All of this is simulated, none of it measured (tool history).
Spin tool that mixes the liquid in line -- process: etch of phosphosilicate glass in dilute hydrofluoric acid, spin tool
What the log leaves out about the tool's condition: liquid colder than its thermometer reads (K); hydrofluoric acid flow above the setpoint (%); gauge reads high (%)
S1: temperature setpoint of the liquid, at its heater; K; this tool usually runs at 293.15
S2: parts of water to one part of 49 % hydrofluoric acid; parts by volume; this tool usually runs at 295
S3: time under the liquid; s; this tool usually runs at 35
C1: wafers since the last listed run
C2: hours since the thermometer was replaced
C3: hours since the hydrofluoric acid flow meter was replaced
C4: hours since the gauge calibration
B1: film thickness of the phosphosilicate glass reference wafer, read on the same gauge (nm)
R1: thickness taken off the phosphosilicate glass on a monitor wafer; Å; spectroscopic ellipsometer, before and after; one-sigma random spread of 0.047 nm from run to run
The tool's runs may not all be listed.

| run | day | S1 | S2 | S3 | C1 | C2 | C3 | C4 | B1 | R1 |
|---|---|---|---|---|---|---|---|---|---|---|
| 1 | 0 | 293.15 | 295 | 35 | 0 | 483.1 | 378.8 | 522.2 | 80.01 | 64.1 |
| 2 | 0.912 | 293.15 | 295 | 35 | 272 | 505 | 400.7 | 544.1 | 80 | 63.9 |
| 3 | 3.583 | 293.15 | 295 | 35 | 796 | 569.1 | 464.8 | 608.2 | 80 | 63.7 |
| 4 | 4.754 | 293.15 | 295 | 35 | 349 | 597.2 | 492.9 | 636.3 | 79.98 | 64.8 |
| 5 | 5.933 | 293.15 | 295 | 35 | 351 | 625.5 | 521.2 | 664.6 | 80.01 | 64.1 |
| 6 | 6.65 | 293.15 | 295 | 35 | 213 | 642.7 | 538.4 | 681.8 | 80.02 | 64.6 |
| 7 | 7.604 | 293.15 | 295 | 25 | 284 | 665.6 | 561.3 | 704.7 | 79.98 | 45.8 |
| 8 | 8.892 | 293.15 | 295 | 25 | 384 | 696.5 | 592.2 | 735.6 | 80.02 | 46.1 |
| 9 | 10.85 | 293.15 | 295 | 25 | 584 | 743.5 | 639.2 | 782.6 | 80.02 | 45.7 |
| 10 | 12.088 | 293.15 | 295 | 35 | 369 | 773.2 | 668.9 | 812.3 | 80 | 64 |
| 11 | 12.604 | 293.15 | 295 | 35 | 154 | 785.6 | 681.3 | 824.7 | 79.99 | 63.9 |
|  | 13.971 | gauge calibrated |
| 12 | 15.221 | 293.15 | 295 | 35 | 780 | 848.4 | 744.1 | 30 | 79.98 | 63.5 |
| 13 | 16.046 | 290.15 | 295 | 35 | 246 | 868.2 | 763.9 | 49.8 | 80.01 | 56.4 |
| 14 | 17.321 | 290.15 | 295 | 35 | 380 | 898.8 | 794.5 | 80.4 | 79.99 | 56.7 |
| 15 | 18.496 | 293.15 | 330 | 50 | 350 | 927 | 822.7 | 108.6 | 80 | 79.4 |
| 16 | 19.979 | 293.15 | 295 | 35 | 442 | 962.6 | 858.3 | 144.2 | 80.02 | 63.2 |
|  | 20.279 | hydrofluoric acid flow meter replaced |
|  | 21.488 | thermometer replaced |
| 17 | 21.583 | 293.15 | 295 | 50 | 453 | 2.3 | 31.3 | 182.7 | 80.01 | 95.6 |
| 18 | 22.854 | 298.15 | 175 | 55 | 379 | 32.8 | 61.8 | 213.2 | 80.01 | 235.4 |
| 19 | 24.283 | 298.15 | 175 | 55 | 426 | 67.1 | 96.1 | 247.5 | 80 | 240.6 |
| 20 | 24.812 | 293.15 | 415 | 35 | 157 | 79.8 | 108.8 | 260.2 | 79.99 | 42.6 |
| 21 | 25.821 | 293.15 | 230 | 45 | 300 | 104 | 133 | 284.4 | 79.98 | 116 |
| 22 | 26.392 | 293.15 | 295 | 35 | 170 | 117.7 | 146.7 | 298.1 | 80.01 | 65.6 |
| 23 | 27.892 | 296.15 | 155 | 20 | 447 | 153.7 | 182.7 | 334.1 | 80 | 93.3 |
| 24 | 29.333 | 293.15 | 295 | 35 | 430 | 188.3 | 217.3 | 368.7 | 80 | 65.5 |
| 25 | 29.846 | 296.65 | 150 | 35 | 152 | 200.6 | 229.6 | 381 | 79.97 | 171.4 |
| 26 | 30.446 | 295.15 | 400 | 20 | 179 | 215 | 244 | 395.4 | 80.02 | 27.3 |
| 27 | 30.975 | 290.15 | 295 | 35 | 157 | 227.7 | 256.7 | 408.1 | 79.99 | 58.9 |
| 28 | 31.746 | 293.15 | 295 | 35 | 229 | 246.2 | 275.2 | 426.6 | 79.99 | 65.4 |
| 29 | 32.829 | 293.15 | 380 | 35 | 323 | 272.2 | 301.2 | 452.6 | 80.01 | 47.8 |
| 30 | 33.683 | 293.15 | 295 | 35 | 254 | 292.7 | 321.7 | 473.1 | 80.02 | 65.4 |
| 31 | 34.838 | 293.15 | 345 | 45 | 344 | 320.4 | 349.4 | 500.8 | 79.98 | 69.7 |

Below are 5 alternative next runs, each starting from the tool's condition after run 31. Predict each:
| A | 34.854 | 293.15 | 295 | 35 | 4 | 320.8 | 349.8 | 501.2 | ? | ? |
| B | 34.854 | 296.65 | 210 | 45 | 4 | 320.8 | 349.8 | 501.2 | ? | ? |
| C | 34.854 | 290.15 | 240 | 45 | 4 | 320.8 | 349.8 | 501.2 | ? | ? |
| D | 34.854 | 290.65 | 295 | 35 | 4 | 320.8 | 349.8 | 501.2 | ? | ? |
| E | 34.854 | 293.15 | 170 | 25 | 4 | 320.8 | 349.8 | 501.2 | ? | ? |

| run | B1 | R1 |
|---|---|---|
| A | 79.99 | 65.3 |
| B | 79.99 | 145.4 |
| C | 79.99 | 96.3 |
| D | 79.99 | 59.4 |
| E | 79.99 | 90.7 |
What these runs would have given with no unlogged condition in the tool:
| run | R1 |
|---|---|
| A | 65.9 |
| B | 147 |
| C | 97.7 |
| D | 60.1 |
| E | 92 |
